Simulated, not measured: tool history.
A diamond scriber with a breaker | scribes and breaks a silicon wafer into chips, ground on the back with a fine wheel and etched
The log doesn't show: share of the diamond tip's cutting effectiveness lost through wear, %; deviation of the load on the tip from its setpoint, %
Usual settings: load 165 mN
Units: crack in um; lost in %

| run | day | load | wafers since the last listed run | hours since the diamond tip was replaced | hours since the load on the tip was calibrated | incoming depth of the damage left on the back of the incoming wafer, um | crack | lost |
|---|---|---|---|---|---|---|---|---|
| 1 | 0.000 | 179 | 0 | 566.6 | 588.1 | 0.41 | 7.77 | 8.31 |
| 2 | 1.179 | 179 | 53 | 594.9 | 616.4 | 0.38 | 7.71 | 8.71 |
| 3 | 1.717 | 179 | 24 | 607.8 | 629.3 | 0.30 | 7.43 | 9.79 |
| 4 | 2.942 | 165 | 55 | 637.2 | 658.7 | 0.80 | 6.89 | 15.61 |
| 5 | 4.904 | 165 | 88 | 684.3 | 705.8 | 0.34 | 6.77 | 15.63 |
| 6 | 5.967 | 165 | 47 | 709.8 | 731.3 | 0.37 | 6.73 | 17.22 |
| 7 | 6.646 | 178 | 30 | 726.1 | 747.6 | 0.37 | 7.58 | 11.38 |
| 8 | 7.979 | 133 | 60 | 758.1 | 779.6 | 0.37 | 5.18 | 45.96 |
| 9 | 9.438 | 139 | 65 | 793.1 | 814.6 | 0.59 | 5.22 | 38.23 |
| 10 | 10.167 | 139 | 32 | 810.6 | 832.1 | 0.47 | 5.52 | 36.83 |
| 11 | 11.079 | 139 | 41 | 832.5 | 854.0 | 0.72 | 5.40 | 37.10 |
| 12 | 12.371 | 165 | 58 | 863.5 | 885.0 | 0.51 | 6.66 | 19.74 |
| 13 | 13.412 | 165 | 46 | 888.5 | 910.0 | 0.74 | 6.65 | 20.99 |
| 14 | 14.200 | 165 | 35 | 907.4 | 928.9 | 0.75 | 6.63 | 20.15 |
| 15 | 15.688 | 165 | 67 | 943.1 | 964.6 | 0.78 | 6.57 | 21.60 |
| 16 | 16.508 | 203 | 37 | 962.8 | 984.3 | 0.57 | 8.24 | 5.15 |
| 17 | 17.225 | 203 | 32 | 980.0 | 1001.5 | 0.65 | 7.88 | 4.97 |
| 18 | 18.654 | 203 | 64 | 1014.3 | 1035.8 | 0.48 | 8.44 | 5.11 |
| 19 | 19.938 | 191 | 57 | 1045.1 | 1066.6 | 0.50 | 7.57 | 9.64 |
| 20 | 21.046 | 212 | 49 | 1071.7 | 1093.2 | 0.45 | 8.65 | 3.92 |
|  | 21.879 | diamond tip replaced by a new one |
| 21 | 21.938 | 132 | 36 | 1.4 | 1114.6 | 0.55 | 5.97 | 28.22 |
| 22 | 23.288 | 126 | 60 | 33.8 | 1147.0 | 0.43 | 5.34 | 38.34 |
| 23 | 23.879 | 139 | 26 | 48.0 | 1161.2 | 0.57 | 6.22 | 23.96 |
| 24 | 24.658 | 165 | 35 | 66.7 | 1179.9 | 0.56 | 7.55 | 9.05 |
| 25 | 25.208 | 118 | 24 | 79.9 | 1193.1 | 0.76 | 4.93 | 49.89 |
| 26 | 26.017 | 206 | 36 | 99.3 | 1212.5 | 0.52 | 9.50 | 1.35 |
|  | 26.767 | load on the tip recalibrated |
| 27 | 27.358 | 119 | 56 | 131.5 | 14.2 | 0.60 | 5.89 | 34.84 |
| 28 | 28.233 | 165 | 39 | 152.5 | 35.2 | 0.38 | 8.65 | 2.65 |
| 29 | 29.196 | 165 | 43 | 175.6 | 58.3 | 0.54 | 8.27 | 3.35 |
| 30 | 29.925 | 183 | 32 | 193.1 | 75.8 | 0.56 | 9.69 | 1.44 |
| 31 | 30.446 | 197 | 23 | 205.6 | 88.3 | 0.66 | 10.18 | 1.73 |
| 32 | 31.117 | 165 | 30 | 221.7 | 104.4 | 0.31 | 8.19 | 4.28 |
| 33 | 31.925 | 186 | 36 | 241.1 | 123.8 | 0.35 | 9.24 | 1.38 |
| 34 | 32.696 | 130 | 34 | 259.6 | 142.3 | 0.64 | 6.18 | 25.57 |
| 35 | 33.883 | 124 | 53 | 288.1 | 170.8 | 0.30 | 5.33 | 36.32 |
| 36 | 34.538 | 122 | 29 | 303.8 | 186.5 | 0.68 | 5.49 | 38.17 |
| 37 | 38.267 | 188 | 168 | 393.3 | 276.0 | 0.78 | 8.89 | 2.67 |
| 38 | 38.958 | 203 | 31 | 409.9 | 292.6 | 0.65 | 9.34 | 1.41 |
| 39 | 40.058 | 165 | 49 | 436.3 | 319.0 | 0.36 | 7.55 | 9.99 |
| 40 | 40.892 | 125 | 37 | 456.3 | 339.0 | 0.76 | 5.25 | 43.55 |
| 41 | 41.742 | 165 | 38 | 476.7 | 359.4 | 0.70 | 7.38 | 11.28 |

What the log doesn't show, run by run:
H1: share of the diamond tip's cutting effectiveness lost through wear, %
H2: deviation of the load on the tip from its setpoint, %
| run | H1 | H2 |
|---|---|---|
| 1 | 22.9 | -11.2 |
| 2 | 23.4 | -11.4 |
| 3 | 23.5 | -11.6 |
| 4 | 23.9 | -11.8 |
| 5 | 24.5 | -12.2 |
| 6 | 24.8 | -12.4 |
| 7 | 25 | -12.5 |
| 8 | 25.3 | -12.7 |
| 9 | 25.7 | -12.9 |
| 10 | 25.8 | -13 |
| 11 | 26 | -13.1 |
| 12 | 26.2 | -13.3 |
| 13 | 26.4 | -13.4 |
| 14 | 26.6 | -13.5 |
| 15 | 26.8 | -13.6 |
| 16 | 26.9 | -13.7 |
| 17 | 27 | -13.8 |
| 18 | 27.2 | -13.9 |
| 19 | 27.3 | -14 |
| 20 | 27.5 | -14.1 |
| 21 | 3.05 | -14.2 |
| 22 | 5.1 | -14.3 |
| 23 | 5.95 | -14.3 |
| 24 | 7.02 | -14.4 |
| 25 | 7.74 | -14.4 |
| 26 | 8.77 | -14.4 |
| 27 | 10.4 | -0.932 |
| 28 | 11.3 | -1.62 |
| 29 | 12.3 | -2.33 |
| 30 | 13.1 | -2.85 |
| 31 | 13.6 | -3.21 |
| 32 | 14.2 | -3.66 |
| 33 | 14.9 | -4.18 |
| 34 | 15.6 | -4.65 |
| 35 | 16.5 | -5.35 |
| 36 | 17 | -5.72 |
| 37 | 19.5 | -7.58 |
| 38 | 19.9 | -7.88 |
| 39 | 20.5 | -8.35 |
| 40 | 20.9 | -8.69 |
| 41 | 21.3 | -9.01 |
